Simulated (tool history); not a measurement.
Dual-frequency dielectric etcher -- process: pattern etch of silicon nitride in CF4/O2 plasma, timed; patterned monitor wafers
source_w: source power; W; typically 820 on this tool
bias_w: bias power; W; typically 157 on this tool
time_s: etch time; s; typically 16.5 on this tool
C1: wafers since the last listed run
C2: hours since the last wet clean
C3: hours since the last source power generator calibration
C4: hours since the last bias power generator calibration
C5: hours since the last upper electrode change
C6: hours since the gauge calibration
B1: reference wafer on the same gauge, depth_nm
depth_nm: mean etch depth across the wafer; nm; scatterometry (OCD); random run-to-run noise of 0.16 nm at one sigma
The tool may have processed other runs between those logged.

{"run": 1, "hour": 0.0, "source_w": 820, "bias_w": 157, "time_s": 18.5, "C1": 0, "C2": 364.2, "C3": 1474.6, "C4": 2585.1, "C5": 4918.6, "C6": 346.6, "B1": 52.86, "depth_nm": 56.76}
{"run": 2, "hour": 34.2, "source_w": 820, "bias_w": 157, "time_s": 16.5, "C1": 543, "C2": 398.4, "C3": 1508.8, "C4": 2619.3, "C5": 4952.8, "C6": 380.8, "B1": 52.9, "depth_nm": 50.74}
{"run": 3, "hour": 86.6, "source_w": 820, "bias_w": 157, "time_s": 16.5, "C1": 832, "C2": 450.8, "C3": 1561.2, "C4": 2671.7, "C5": 5005.2, "C6": 433.2, "B1": 53.06, "depth_nm": 50.55}
{"run": 4, "hour": 115.3, "source_w": 740, "bias_w": 131, "time_s": 16.5, "C1": 455, "C2": 479.5, "C3": 1589.9, "C4": 2700.4, "C5": 5033.9, "C6": 461.9, "B1": 53.08, "depth_nm": 44.75}
{"hour": 143.2, "done": "wet clean of the chamber"}
{"run": 5, "hour": 184.2, "source_w": 820, "bias_w": 157, "time_s": 18, "C1": 712, "C2": 41, "C3": 1658.8, "C4": 2769.3, "C5": 5102.8, "C6": 530.8, "B1": 53.18, "depth_nm": 55.53}
{"run": 6, "hour": 215.1, "source_w": 820, "bias_w": 157, "time_s": 18, "C1": 490, "C2": 71.9, "C3": 1689.7, "C4": 2800.2, "C5": 5133.7, "C6": 561.7, "B1": 53.24, "depth_nm": 55.63}
{"run": 7, "hour": 249.7, "source_w": 820, "bias_w": 157, "time_s": 18, "C1": 549, "C2": 106.5, "C3": 1724.3, "C4": 2834.8, "C5": 5168.3, "C6": 596.3, "B1": 53.34, "depth_nm": 55.44}
{"run": 8, "hour": 276.0, "source_w": 820, "bias_w": 157, "time_s": 16.5, "C1": 417, "C2": 132.8, "C3": 1750.6, "C4": 2861.1, "C5": 5194.6, "C6": 622.6, "B1": 53.32, "depth_nm": 51.06}
{"run": 9, "hour": 334.1, "source_w": 820, "bias_w": 157, "time_s": 16.5, "C1": 922, "C2": 190.9, "C3": 1808.7, "C4": 2919.2, "C5": 5252.7, "C6": 680.7, "B1": 53.47, "depth_nm": 51.16}
{"hour": 376.7, "done": "upper electrode replaced"}
{"run": 10, "hour": 377.8, "source_w": 820, "bias_w": 157, "time_s": 16.5, "C1": 312, "C2": 234.6, "C3": 1852.4, "C4": 2962.9, "C5": 1.1, "C6": 724.4, "B1": 53.52, "depth_nm": 51.25}
{"run": 11, "hour": 417.7, "source_w": 770, "bias_w": 157, "time_s": 18.5, "C1": 633, "C2": 274.5, "C3": 1892.3, "C4": 3002.8, "C5": 41, "C6": 764.3, "B1": 53.56, "depth_nm": 55.7}
{"hour": 442.9, "done": "source power generator calibrated"}
{"run": 12, "hour": 484.8, "source_w": 820, "bias_w": 157, "time_s": 16.5, "C1": 1002, "C2": 341.6, "C3": 41.9, "C4": 3069.9, "C5": 108.1, "C6": 831.4, "B1": 53.71, "depth_nm": 51.14}
{"run": 13, "hour": 545.8, "source_w": 750, "bias_w": 157, "time_s": 14.5, "C1": 968, "C2": 402.6, "C3": 102.9, "C4": 3130.9, "C5": 169.1, "C6": 892.4, "B1": 53.81, "depth_nm": 43.34}
{"run": 14, "hour": 614.8, "source_w": 820, "bias_w": 157, "time_s": 16.5, "C1": 1095, "C2": 471.6, "C3": 171.9, "C4": 3199.9, "C5": 238.1, "C6": 961.4, "B1": 53.97, "depth_nm": 51.37}
{"hour": 660.3, "done": "bias power generator calibrated"}
{"hour": 673.3, "done": "gauge calibrated"}
{"run": 15, "hour": 680.1, "source_w": 820, "bias_w": 157, "time_s": 16.5, "C1": 973, "C2": 536.9, "C3": 237.2, "C4": 19.8, "C5": 303.4, "C6": 6.8, "B1": 52.56, "depth_nm": 50.07}

Run 16 is up next; what results do you expect?
{"hour": 717.1, "done": "wet clean of the chamber"}
{"run": 16, "hour": 719.1, "source_w": 700, "bias_w": 157, "time_s": 16.5, "C1": 238, "C2": 2, "C3": 276.2, "C4": 58.8, "C5": 342.4, "C6": 45.8, "B1": "?", "depth_nm": "?"}

{"run 16": {"B1": 52.62, "depth_nm": 46.45}}
Minus the tool's unlogged condition, the same run would have read depth_nm 46.43 nm.
